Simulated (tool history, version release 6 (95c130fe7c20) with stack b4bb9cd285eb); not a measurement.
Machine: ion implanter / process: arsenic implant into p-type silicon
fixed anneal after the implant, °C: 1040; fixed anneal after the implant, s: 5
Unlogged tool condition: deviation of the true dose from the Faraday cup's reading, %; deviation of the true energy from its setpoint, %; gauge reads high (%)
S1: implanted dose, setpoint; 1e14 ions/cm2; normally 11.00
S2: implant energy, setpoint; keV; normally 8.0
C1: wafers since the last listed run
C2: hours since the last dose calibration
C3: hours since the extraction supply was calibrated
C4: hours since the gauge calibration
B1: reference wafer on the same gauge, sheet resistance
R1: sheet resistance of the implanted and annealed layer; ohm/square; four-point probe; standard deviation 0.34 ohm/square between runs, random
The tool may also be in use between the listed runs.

run	hour	S1	S2	C1	C2	C3	C4	B1	R1
1	0.0	11.00	8.0	0	1282.7	3708.1	1109.8	152.90	155.65
# hour 20.2: gauge calibrated
2	100.7	9.96	8.0	1892	1383.4	3808.8	80.5	153.01	162.25
3	141.7	9.96	8.0	770	1424.4	3849.8	121.5	152.98	161.20
4	224.9	11.00	8.0	1563	1507.6	3933.0	204.7	153.05	155.71
5	286.9	8.40	8.0	1165	1569.6	3995.0	266.7	152.91	171.50
6	362.9	8.40	8.0	1428	1645.6	4071.0	342.7	153.08	172.69
7	459.4	11.00	8.0	1813	1742.1	4167.5	439.2	153.00	154.87
8	552.4	11.00	8.0	1748	1835.1	4260.5	532.2	152.96	155.37
9	640.7	11.00	8.0	1659	1923.4	4348.8	620.5	153.16	155.13
# hour 678.3: extraction supply calibrated
10	687.5	11.00	8.0	729	1970.2	9.2	667.3	153.08	155.45
11	788.3	11.00	8.0	1894	2071.0	110.0	768.1	153.11	155.25
# hour 1017.1: Faraday cup replaced and dose calibrated
12	1045.3	13.48	5.5	4680	28.2	367.0	1025.1	153.14	158.07
13	1095.5	11.00	7.0	943	78.4	417.2	1075.3	153.03	161.26
14	1153.2	9.61	7.0	1084	136.1	474.9	1133.0	153.01	168.30
15	1212.1	11.00	9.5	1107	195.0	533.8	1191.9	152.86	151.93
16	1298.9	11.00	8.0	1631	281.8	620.6	1278.7	152.97	157.49
# hour 1332.6: gauge calibrated
17	1372.9	8.56	6.0	1390	355.8	694.6	40.3	153.00	180.85
18	1433.6	11.00	8.0	1140	416.5	755.3	101.0	152.87	157.25
19	1511.7	7.83	7.0	1467	494.6	833.4	179.1	152.90	183.18
20	1607.2	9.64	8.0	1795	590.1	928.9	274.6	152.99	164.42
21	1645.5	13.79	10.0	719	628.4	967.2	312.9	152.91	140.13
22	1732.8	12.48	9.0	1640	715.7	1054.5	400.2	152.98	148.26

Below, some changes in R1 between adjacent runs. For each, the amount present without the hidden state too (settings, incoming material, random variation) and the amount remaining for the hidden state with gauge scatter not shared by both compared results:
Run 4 -> 5: S1 11.00 -> 8.40. R1 +15.79 ohm/square: hidden state -0.50, all else +16.29.
Run 11 -> 12: S1 11.00 -> 13.48, S2 8.0 -> 5.5, Faraday cup replaced and dose calibrated. R1 +2.82 ohm/square: hidden state +2.06, all else +0.76.
Run 18 -> 19: S1 11.00 -> 7.83, S2 8.0 -> 7.0. R1 +25.93 ohm/square: hidden state +0.19, all else +25.74.
Run 20 -> 21: S1 9.64 -> 13.79, S2 8.0 -> 10.0. R1 -24.29 ohm/square: hidden state -0.20, all else -24.09.
